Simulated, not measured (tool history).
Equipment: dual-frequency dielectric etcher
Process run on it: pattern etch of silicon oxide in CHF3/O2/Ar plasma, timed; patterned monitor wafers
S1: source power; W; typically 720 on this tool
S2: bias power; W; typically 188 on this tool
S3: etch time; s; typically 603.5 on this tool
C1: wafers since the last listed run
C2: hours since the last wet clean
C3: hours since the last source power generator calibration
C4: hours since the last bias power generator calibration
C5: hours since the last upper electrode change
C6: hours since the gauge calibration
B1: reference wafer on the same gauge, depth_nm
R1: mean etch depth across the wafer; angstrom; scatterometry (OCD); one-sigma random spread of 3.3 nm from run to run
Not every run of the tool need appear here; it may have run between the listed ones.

run    hour   S1   S2     S3   C1     C2      C3      C4      C5      C6      B1     R1
  1     0.0  720  188  603.5    0  472.6   204.7  2174.7  2227.5  1225.6  1428.3  13760
       27.0  -- wet clean of the chamber
  2    36.7  720  188  603.5   36    9.7   241.4  2211.4  2264.2  1262.3  1429.7  13436
       68.7  -- gauge calibrated
       87.8  -- upper electrode replaced
  3    94.1  720  188  489.5   96   67.1   298.8  2268.8     6.3    25.4  1429.2  10958
  4   138.5  720  188  489.5  128  111.5   343.2  2313.2    50.7    69.8  1429.7  10931
  5   182.0  720  188  503.0  126  155.0   386.7  2356.7    94.2   113.3  1429.0  11250
      204.1  -- bias power generator calibrated
  6   227.6  720  188  503.0  120  200.6   432.3    23.5   139.8   158.9  1430.2  11428
  7   287.5  720  188  603.5  173  260.5   492.2    83.4   199.7   218.8  1429.4  13790
  8   352.3  720  188  603.5  187  325.3   557.0   148.2   264.5   283.6  1429.2  13767
  9   401.4  720  188  470.0  142  374.4   606.1   197.3   313.6   332.7  1429.2  10770
 10   436.3  720  188  603.5  101  409.3   641.0   232.2   348.5   367.6  1430.1  13814
 11   507.0  720  188  603.5  205  480.0   711.7   302.9   419.2   438.3  1429.3  13927
 12   544.2  720  145  553.0  107  517.2   748.9   340.1   456.4   475.5  1430.0  11977
      612.9  -- wet clean of the chamber
 13   613.4  720  188  603.5  131    0.5   818.1   409.3   525.6   544.7  1430.5  13698
 14   632.8  720  188  603.5   56   19.9   837.5   428.7   545.0   564.1  1429.9  13628
 15   691.6  720  188  470.0  170   78.7   896.3   487.5   603.8   622.9  1430.9  10631
 16   732.9  580  188  452.5  119  120.0   937.6   528.8   645.1   664.2  1430.6   9523
 17   803.6  780  188  603.5  205  190.7  1008.3   599.5   715.8   734.9  1429.4  14144
 18   845.3  720  188  475.5  120  232.4  1050.0   641.2   757.5   776.6  1429.5  10850
 19   904.0  720  153  458.0  170  291.1  1108.7   699.9   816.2   835.3  1429.0   9949
 20   968.4  720  143  603.5  186  355.5  1173.1   764.3   880.6   899.7  1430.1  12912
 21  1019.4  720  188  603.5  147  406.5  1224.1   815.3   931.6   950.7  1429.1  13799
 22  1058.1  720  188  603.5  112  445.2  1262.8   854.0   970.3   989.4  1428.3  13852
     1104.8  -- wet clean of the chamber
 23  1105.3  800  150  454.0   67    0.5  1310.0   901.2  1017.5  1036.6  1430.8  10077
 24  1127.7  720  202  603.5   64   22.9  1332.4   923.6  1039.9  1059.0  1429.1  13918
 25  1151.9  790  221  603.5   70   47.1  1356.6   947.8  1064.1  1083.2  1430.1  14706

Run 26 comes next. What will it give?
 26  1177.2  620  204  733.0  73  72.4  1381.9  973.1  1089.4  1108.5   ?   ?

Run 26 yielded B1 1429.4, R1 16084 angstrom.
Were there no unlogged condition in the tool, this run, its random variation unchanged, would have produced R1 16065 angstrom.

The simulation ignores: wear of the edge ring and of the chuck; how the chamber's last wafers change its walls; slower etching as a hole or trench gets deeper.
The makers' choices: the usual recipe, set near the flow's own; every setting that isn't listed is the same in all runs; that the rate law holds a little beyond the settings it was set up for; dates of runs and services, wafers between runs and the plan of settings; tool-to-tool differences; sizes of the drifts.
